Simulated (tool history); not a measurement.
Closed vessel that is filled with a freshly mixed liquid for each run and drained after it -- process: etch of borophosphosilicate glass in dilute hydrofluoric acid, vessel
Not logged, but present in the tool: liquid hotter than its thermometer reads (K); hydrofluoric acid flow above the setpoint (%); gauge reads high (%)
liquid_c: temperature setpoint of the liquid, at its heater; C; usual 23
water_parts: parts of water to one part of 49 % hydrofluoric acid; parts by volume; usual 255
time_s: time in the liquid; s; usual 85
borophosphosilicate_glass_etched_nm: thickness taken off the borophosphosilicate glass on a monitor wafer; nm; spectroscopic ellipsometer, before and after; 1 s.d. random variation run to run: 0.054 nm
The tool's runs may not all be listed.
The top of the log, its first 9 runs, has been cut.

run      day  liquid_c  water_parts  time_s  wafers since the last listed run  hours since the thermometer was replaced  hours since the hydrofluoric acid flow meter was replaced  hours since the gauge calibration  read-back film thickness of the borophosphosilicate glass reference wafer, read on the same gauge (nm)  borophosphosilicate_glass_etched_nm
      24.825  -- gauge calibrated
 10   24.846        23          255      85                              8062                                     458.9                                                        266                                0.5                                                                                                     130                                13.57
 11   35.121        23          255      85                             18845                                     705.5                                                      512.6                              247.1                                                                                                  130.01                                13.83
 12   39.067        23          360     125                              7237                                     800.2                                                      607.3                              341.8                                                                                                  129.98                                13.12
      41.912  -- thermometer replaced
      45.325  -- hydrofluoric acid flow meter replaced
 13   48.229        23          255      85                             16652                                     151.6                                                       69.7                              561.7                                                                                                  130.01                                13.56
 14   51.625        23          255     125                              6228                                     233.1                                                      151.2                              643.2                                                                                                  130.02                                19.97
 15   55.783        27          255      70                              7626                                     332.9                                                        251                                743                                                                                                  129.94                                12.85
 16   59.742        20          255      85                              7259                                     427.9                                                        346                                838                                                                                                  130.03                                12.34
 17   61.429        23          255      85                              3095                                     468.4                                                      386.5                              878.5                                                                                                  130.01                                13.82
 18   63.717        23          360     125                              4195                                     523.3                                                      441.4                              933.4                                                                                                  129.98                                13.02
 19     66.7        23          180      60                              5471                                     594.9                                                        513                               1005                                                                                                  130.02                                 14.9
        69.5  -- thermometer replaced
 20   70.279        19          305      65                              6488                                      18.7                                                      598.9                             1090.9                                                                                                  129.98                                 7.31
 21   74.321        23          340      85                              7412                                     115.7                                                      695.9                             1187.9                                                                                                     130                                 9.73
 22   76.429        20          210     105                              3866                                     166.3                                                      746.5                             1238.5                                                                                                  129.99                                19.74
 23   79.488      21.5          220     120                              5609                                     239.7                                                      819.9                             1311.9                                                                                                  130.02                                22.52
      80.388  -- hydrofluoric acid flow meter replaced
 24   81.842        23          140      85                              4241                                     296.2                                                       34.9                             1368.4                                                                                                  129.97                                27.89
 25     84.8      21.5          195      85                              5425                                     367.2                                                      105.9                             1439.4                                                                                                  129.98                                17.84
 26   87.133        23          255      85                              4279                                     423.2                                                      161.9                             1495.4                                                                                                  129.99                                 13.6
 27   90.558      27.5          255      85                              6281                                     505.4                                                      244.1                             1577.6                                                                                                  130.01                                15.98
 28   92.429        23          255      85                              3431                                     550.3                                                        289                             1622.5                                                                                                  129.98                                13.75
 29   95.704        23          210      35                              6006                                     628.9                                                      367.6                             1701.1                                                                                                  129.95                                 7.17
      98.212  -- thermometer replaced
 30   98.288        23          155      60                              4661                                       1.8                                                      429.6                             1763.1                                                                                                  129.95                                17.75
 31  101.012      26.5          135     115                              4997                                      67.2                                                        495                             1828.5                                                                                                  130.02                                45.98

What if the next run were any one of these 4? Each begins from the tool's condition after run 31:
  A  101.042        23          255      85                                53                                      67.9                                                      495.7                             1829.2                                                                                                       ?                                    ?
  B  101.042        23          125      45                                53                                      67.9                                                      495.7                             1829.2                                                                                                       ?                                    ?
  C  101.042      24.5          360      55                                53                                      67.9                                                      495.7                             1829.2                                                                                                       ?                                    ?
  D  101.042      20.5          145      85                                53                                      67.9                                                      495.7                             1829.2                                                                                                       ?                                    ?

run  read-back film thickness of the borophosphosilicate glass reference wafer, read on the same gauge (nm)  borophosphosilicate_glass_etched_nm
  A                                                                                                  130.02                                13.84
  B                                                                                                  130.02                                17.11
  C                                                                                                  130.02                                 6.05
  D                                                                                                  130.02                                 24.7
With no hidden state in the tool, these same runs would have given:
run  borophosphosilicate_glass_etched_nm
  A                                13.34
  B                                16.55
  C                                 5.82
  D                                23.89

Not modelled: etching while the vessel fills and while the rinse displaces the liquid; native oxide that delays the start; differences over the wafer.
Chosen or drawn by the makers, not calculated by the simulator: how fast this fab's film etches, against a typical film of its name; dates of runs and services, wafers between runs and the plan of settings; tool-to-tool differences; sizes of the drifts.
